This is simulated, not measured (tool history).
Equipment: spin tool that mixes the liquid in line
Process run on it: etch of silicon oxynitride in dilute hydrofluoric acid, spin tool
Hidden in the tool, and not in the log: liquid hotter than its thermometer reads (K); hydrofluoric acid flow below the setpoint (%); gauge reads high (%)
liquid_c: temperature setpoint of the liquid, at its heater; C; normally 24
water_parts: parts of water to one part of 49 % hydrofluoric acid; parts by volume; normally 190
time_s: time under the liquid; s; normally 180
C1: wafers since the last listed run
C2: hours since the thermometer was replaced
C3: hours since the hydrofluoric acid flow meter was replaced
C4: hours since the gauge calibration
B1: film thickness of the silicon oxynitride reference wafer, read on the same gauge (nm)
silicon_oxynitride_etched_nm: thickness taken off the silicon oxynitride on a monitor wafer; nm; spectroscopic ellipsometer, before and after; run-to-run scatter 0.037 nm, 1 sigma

Run 1, day 0: usual settings; C1 0; C2 1883.7; C3 422.4; C4 603.8; B1 149.996. Result: silicon_oxynitride_etched_nm 1.293 nm.
At day 0.712: gauge calibrated.
Run 2, day 1.321: usual settings; C1 264; C2 1915.4; C3 454.1; C4 14.6; B1 150.014. Result: silicon_oxynitride_etched_nm 1.361 nm.
Run 3, day 1.908: usual settings; C1 117; C2 1929.5; C3 468.2; C4 28.7; B1 149.986. Result: silicon_oxynitride_etched_nm 1.291 nm.
Run 4, day 3.404: usual settings; C1 299; C2 1965.4; C3 504.1; C4 64.6; B1 150.03. Result: silicon_oxynitride_etched_nm 1.348 nm.
At day 4.304: hydrofluoric acid flow meter replaced.
Run 5, day 4.325: usual settings but liquid_c 25 C; C1 175; C2 1987.5; C3 0.5; C4 86.7; B1 150.01. Result: silicon_oxynitride_etched_nm 1.223 nm.
Run 6, day 5.388: usual settings but liquid_c 25 C; C1 212; C2 2013; C3 26; C4 112.2; B1 150.017. Result: silicon_oxynitride_etched_nm 1.314 nm.
Run 7, day 6.704: usual settings but liquid_c 21 C; C1 263; C2 2044.6; C3 57.6; C4 143.8; B1 149.988. Result: silicon_oxynitride_etched_nm 1.074 nm.
Run 8, day 8.862: usual settings but liquid_c 21 C; C1 431; C2 2096.4; C3 109.4; C4 195.6; B1 149.999. Result: silicon_oxynitride_etched_nm 1.102 nm.
Run 9, day 10.121: usual settings; C1 251; C2 2126.6; C3 139.6; C4 225.8; B1 150.006. Result: silicon_oxynitride_etched_nm 1.238 nm.
At day 10.871: hydrofluoric acid flow meter replaced, repeated, since the last time left the tool worse.
Run 10, day 11.592: usual settings; C1 285; C2 2161.9; C3 17.3; C4 261.1; B1 150.008. Result: silicon_oxynitride_etched_nm 1.447 nm.
Run 11, day 12.517: usual settings; C1 185; C2 2184.1; C3 39.5; C4 283.3; B1 150.007. Result: silicon_oxynitride_etched_nm 1.483 nm.
Run 12, day 14.017: usual settings; C1 300; C2 2220.1; C3 75.5; C4 319.3; B1 149.987. Result: silicon_oxynitride_etched_nm 1.394 nm.
Run 13, day 15.292: usual settings; C1 255; C2 2250.7; C3 106.1; C4 349.9; B1 149.997. Result: silicon_oxynitride_etched_nm 1.412 nm.
Run 14, day 16.7: usual settings; C1 281; C2 2284.5; C3 139.9; C4 383.7; B1 150.025. Result: silicon_oxynitride_etched_nm 1.397 nm.
Run 15, day 17.479: usual settings but water_parts 120 parts by volume; C1 155; C2 2303.2; C3 158.6; C4 402.4; B1 150.007. Result: silicon_oxynitride_etched_nm 2.361 nm.
Run 16, day 18.292: usual settings but time_s 215 s; C1 162; C2 2322.7; C3 178.1; C4 421.9; B1 149.992. Result: silicon_oxynitride_etched_nm 1.685 nm.
At day 19.271: thermometer replaced.
Run 17, day 22.254: usual settings; C1 784; C2 71.6; C3 273.2; C4 517; B1 149.994. Result: silicon_oxynitride_etched_nm 1.441 nm.
Run 18, day 23.171: usual settings; C1 183; C2 93.6; C3 295.2; C4 539; B1 150.005. Result: silicon_oxynitride_etched_nm 1.323 nm.
At day 23.212: gauge calibrated.
Run 19, day 24.112: usual settings but water_parts 160 parts by volume, time_s 270 s; C1 188; C2 116.2; C3 317.8; C4 21.6; B1 149.991. Result: silicon_oxynitride_etched_nm 2.533 nm.
Run 20, day 24.858: usual settings but liquid_c 28 C; C1 149; C2 134.1; C3 335.7; C4 39.5; B1 150.006. Result: silicon_oxynitride_etched_nm 1.642 nm.
Run 21, day 26.092: usual settings but water_parts 160 parts by volume, time_s 140 s; C1 246; C2 163.7; C3 365.3; C4 69.1; B1 150.021. Result: silicon_oxynitride_etched_nm 1.262 nm.
Run 22, day 27.458: usual settings but water_parts 235 parts by volume, time_s 140 s; C1 273; C2 196.5; C3 398.1; C4 101.9; B1 150.007. Result: silicon_oxynitride_etched_nm 0.817 nm.
Run 23, day 27.979: usual settings; C1 104; C2 209; C3 410.6; C4 114.4; B1 149.984. Result: silicon_oxynitride_etched_nm 1.309 nm.
Run 24, day 29.446: usual settings but water_parts 275 parts by volume; C1 293; C2 244.2; C3 445.8; C4 149.6; B1 150.01. Result: silicon_oxynitride_etched_nm 0.861 nm.
Run 25, day 30.55: usual settings but liquid_c 25.5 C, time_s 105 s; C1 220; C2 270.7; C3 472.3; C4 176.1; B1 150. Result: silicon_oxynitride_etched_nm 0.862 nm.
Run 26, day 31.946: usual settings but liquid_c 20.5 C, water_parts 105 parts by volume, time_s 145 s; C1 279; C2 304.2; C3 505.8; C4 209.6; B1 150.007. Result: silicon_oxynitride_etched_nm 1.719 nm.
At day 32.267: hydrofluoric acid flow meter replaced.
Run 27, day 32.612: usual settings but liquid_c 27.5 C, water_parts 145 parts by volume, time_s 150 s; C1 125; C2 320.2; C3 8.3; C4 225.6; B1 150.011. Result: silicon_oxynitride_etched_nm 1.971 nm.
Run 28, day 33.283: usual settings; C1 134; C2 336.3; C3 24.4; C4 241.7; B1 150.006. Result: silicon_oxynitride_etched_nm 1.477 nm.
Run 29, day 36.671: usual settings but liquid_c 21 C, water_parts 130 parts by volume, time_s 240 s; C1 677; C2 417.6; C3 105.7; C4 323; B1 149.995. Result: silicon_oxynitride_etched_nm 2.609 nm.
Run 30, day 37.25: usual settings but liquid_c 28.5 C, water_parts 160 parts by volume, time_s 240 s; C1 115; C2 431.5; C3 119.6; C4 336.9; B1 150.018. Result: silicon_oxynitride_etched_nm 2.678 nm.
Run 31, day 38.638: usual settings; C1 277; C2 464.8; C3 152.9; C4 370.2; B1 150.011. Result: silicon_oxynitride_etched_nm 1.414 nm.
Run 32, day 39.321: usual settings but liquid_c 21 C, water_parts 230 parts by volume, time_s 115 s; C1 136; C2 481.2; C3 169.3; C4 386.6; B1 149.981. Result: silicon_oxynitride_etched_nm 0.644 nm.
Run 33, day 40.729: usual settings; C1 281; C2 515; C3 203.1; C4 420.4; B1 149.996. Result: silicon_oxynitride_etched_nm 1.416 nm.

Here are 4 independent what-if runs from the current tool condition. What would each one return?
Run A, day 40.75: usual settings; C1 4; C2 515.5; C3 203.6; C4 420.9; B1 ?. Result: silicon_oxynitride_etched_nm ?.
Run B, day 40.75: usual settings but water_parts 120 parts by volume, time_s 125 s; C1 4; C2 515.5; C3 203.6; C4 420.9; B1 ?. Result: silicon_oxynitride_etched_nm ?.
Run C, day 40.75: usual settings but liquid_c 25.5 C, water_parts 130 parts by volume, time_s 135 s; C1 4; C2 515.5; C3 203.6; C4 420.9; B1 ?. Result: silicon_oxynitride_etched_nm ?.
Run D, day 40.75: usual settings but liquid_c 20 C, water_parts 225 parts by volume, time_s 290 s; C1 4; C2 515.5; C3 203.6; C4 420.9; B1 ?. Result: silicon_oxynitride_etched_nm ?.

run       B1  silicon_oxynitride_etched_nm
  A  149.993                         1.435
  B  149.993                          1.67
  C  149.993                         1.769
  D  149.993                         1.589
With the hidden condition removed and each run's random variation left untouched, the same runs would have given:
run  silicon_oxynitride_etched_nm
  A                           1.5
  B                         1.742
  C                         1.846
  D                         1.661
